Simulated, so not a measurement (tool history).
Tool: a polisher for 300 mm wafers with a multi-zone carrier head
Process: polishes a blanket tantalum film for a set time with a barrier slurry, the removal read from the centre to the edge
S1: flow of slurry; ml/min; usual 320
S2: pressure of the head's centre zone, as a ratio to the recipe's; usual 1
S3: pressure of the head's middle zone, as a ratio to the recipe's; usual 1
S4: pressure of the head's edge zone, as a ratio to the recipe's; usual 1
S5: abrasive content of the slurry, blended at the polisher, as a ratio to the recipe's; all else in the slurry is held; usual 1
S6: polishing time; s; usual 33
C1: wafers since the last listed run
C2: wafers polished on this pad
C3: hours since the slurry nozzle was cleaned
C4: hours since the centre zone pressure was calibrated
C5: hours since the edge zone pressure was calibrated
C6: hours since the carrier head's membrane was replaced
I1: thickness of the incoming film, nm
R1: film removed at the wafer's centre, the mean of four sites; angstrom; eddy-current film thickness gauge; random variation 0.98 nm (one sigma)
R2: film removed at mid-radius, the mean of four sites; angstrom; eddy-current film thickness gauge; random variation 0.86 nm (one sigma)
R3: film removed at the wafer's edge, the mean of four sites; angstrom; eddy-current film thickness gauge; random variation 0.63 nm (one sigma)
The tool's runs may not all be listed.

| run | hour | S1 | S2 | S3 | S4 | S5 | S6 | C1 | C2 | C3 | C4 | C5 | C6 | I1 | R1 | R2 | R3 |
|---|---|---|---|---|---|---|---|---|---|---|---|---|---|---|---|---|---|
| 1 | 0 | 240 | 1 | 1 | 1 | 1 | 33 | 0 | 780 | 253.9 | 860.4 | 1012.5 | 1864.4 | 190.6 | 629 | 622 | 637 |
| 2 | 12.8 | 320 | 1 | 1 | 1 | 1 | 33 | 168 | 949 | 266.7 | 873.2 | 1025.3 | 1877.2 | 188.6 | 641 | 657 | 658 |
| 3 | 35.6 | 320 | 1 | 1 | 1 | 1 | 33 | 300 | 1249 | 289.5 | 896 | 1048.1 | 1900 | 191.9 | 650 | 660 | 650 |
|  | 45.2 | carrier head's membrane replaced by a new one |
|  | 45.9 | slurry nozzle cleaned |
| 4 | 71.3 | 320 | 1.04 | 1 | 1 | 1 | 33 | 395 | 1645 | 25.4 | 931.7 | 1083.8 | 26.1 | 189.7 | 707 | 676 | 686 |
| 5 | 89.9 | 320 | 1.05 | 1 | 1 | 1 | 33 | 245 | 1890 | 44 | 950.3 | 1102.4 | 44.7 | 193 | 718 | 696 | 686 |
| 6 | 105.5 | 320 | 1 | 1 | 1 | 1 | 33 | 205 | 2096 | 59.6 | 965.9 | 1118 | 60.3 | 189.1 | 648 | 676 | 668 |
|  | 123 | worn pad replaced by a new one |
| 7 | 140.2 | 320 | 1 | 1 | 1 | 0.7 | 33 | 404 | 227 | 94.3 | 1000.6 | 1152.7 | 95 | 191.4 | 555 | 553 | 539 |
| 8 | 232.7 | 365 | 1 | 1 | 1 | 1 | 25 | 1218 | 1446 | 186.8 | 1093.1 | 1245.2 | 187.5 | 189 | 517 | 510 | 511 |
|  | 247.6 | edge zone pressure recalibrated |
| 9 | 252.8 | 320 | 0.92 | 1 | 1 | 1 | 33 | 238 | 1684 | 206.9 | 1113.2 | 5.2 | 207.6 | 191.4 | 617 | 661 | 672 |
| 10 | 286.5 | 320 | 1 | 1 | 1 | 1 | 33 | 444 | 2128 | 240.6 | 1146.9 | 38.9 | 241.3 | 190 | 647 | 675 | 668 |
| 11 | 317 | 220 | 1 | 1 | 1 | 1 | 33 | 401 | 2530 | 271.1 | 1177.4 | 69.4 | 271.8 | 189.5 | 601 | 617 | 634 |
|  | 321.8 | worn pad replaced by a new one |
|  | 327.5 | centre zone pressure recalibrated |
|  | 335.8 | slurry nozzle cleaned |
| 12 | 336.3 | 320 | 0.91 | 1.12 | 1 | 1 | 33 | 162 | 151 | 0.5 | 8.8 | 88.7 | 291.1 | 193.2 | 618 | 768 | 690 |
| 13 | 348.9 | 320 | 1 | 1 | 1 | 1 | 33 | 166 | 317 | 13.1 | 21.4 | 101.3 | 303.7 | 193.1 | 667 | 687 | 675 |
| 14 | 373.2 | 415 | 0.93 | 1 | 0.93 | 1 | 33 | 320 | 637 | 37.4 | 45.7 | 125.6 | 328 | 189.6 | 641 | 708 | 665 |
| 15 | 386 | 320 | 1 | 0.96 | 0.94 | 1 | 33 | 168 | 806 | 50.2 | 58.5 | 138.4 | 340.8 | 187.8 | 674 | 659 | 654 |
| 16 | 403.6 | 320 | 1 | 1 | 0.93 | 1 | 33 | 231 | 1037 | 67.8 | 76.1 | 156 | 358.4 | 187.9 | 677 | 682 | 656 |
| 17 | 432.2 | 415 | 0.93 | 1 | 0.93 | 1 | 33 | 376 | 1414 | 96.4 | 104.7 | 184.6 | 387 | 191.6 | 632 | 713 | 682 |
| 18 | 458.5 | 320 | 1 | 1 | 1 | 1.2 | 33 | 346 | 1761 | 122.7 | 131 | 210.9 | 413.3 | 189.9 | 744 | 737 | 723 |
| 19 | 474.8 | 320 | 0.92 | 1 | 1 | 1 | 33 | 214 | 1976 | 139 | 147.3 | 227.2 | 429.6 | 192.8 | 611 | 672 | 686 |
| 20 | 509.3 | 390 | 1 | 1 | 1 | 1 | 33 | 454 | 2430 | 173.5 | 181.8 | 261.7 | 464.1 | 190.8 | 687 | 674 | 677 |
|  | 515.3 | worn pad replaced by a new one |
| 21 | 543 | 320 | 1 | 1 | 1 | 1 | 33 | 391 | 365 | 207.2 | 215.5 | 295.4 | 497.8 | 193.2 | 683 | 652 | 676 |
| 22 | 570.5 | 235 | 1 | 0.93 | 1.03 | 0.8 | 33 | 362 | 727 | 234.7 | 243 | 322.9 | 525.3 | 188.6 | 547 | 527 | 581 |

Hidden state or all else? Some run-to-run changes of R1, split into what the settings, what came in and random variation would give without the hidden state, and what is left for the hidden state (with any gauge scatter that isn't in both results):
The hidden state here: removal rate lost through wear of the pad, %; slurry flow missing at the pad, %; deviation of the centre zone's pressure from its setpoint, %; deviation of the edge zone's pressure from its setpoint, %.
Run 3 -> 4: S2 1 -> 1.04, carrier head's membrane replaced by a new one, slurry nozzle cleaned. R1 +57 angstrom: hidden state +37, all else +20.
Run 11 -> 12: S1 220 -> 320, S2 1 -> 0.91, S3 1 -> 1.12, worn pad replaced by a new one, centre zone pressure recalibrated, slurry nozzle cleaned. R1 +17 angstrom: hidden state +43, all else -26.
Run 18 -> 19: S2 1 -> 0.92, S5 1.2 -> 1. R1 -133 angstrom: hidden state +0, all else -133.
Run 21 -> 22: S1 320 -> 235, S3 1 -> 0.93, S4 1 -> 1.03, S5 1 -> 0.8. R1 -136 angstrom: hidden state -9, all else -127.
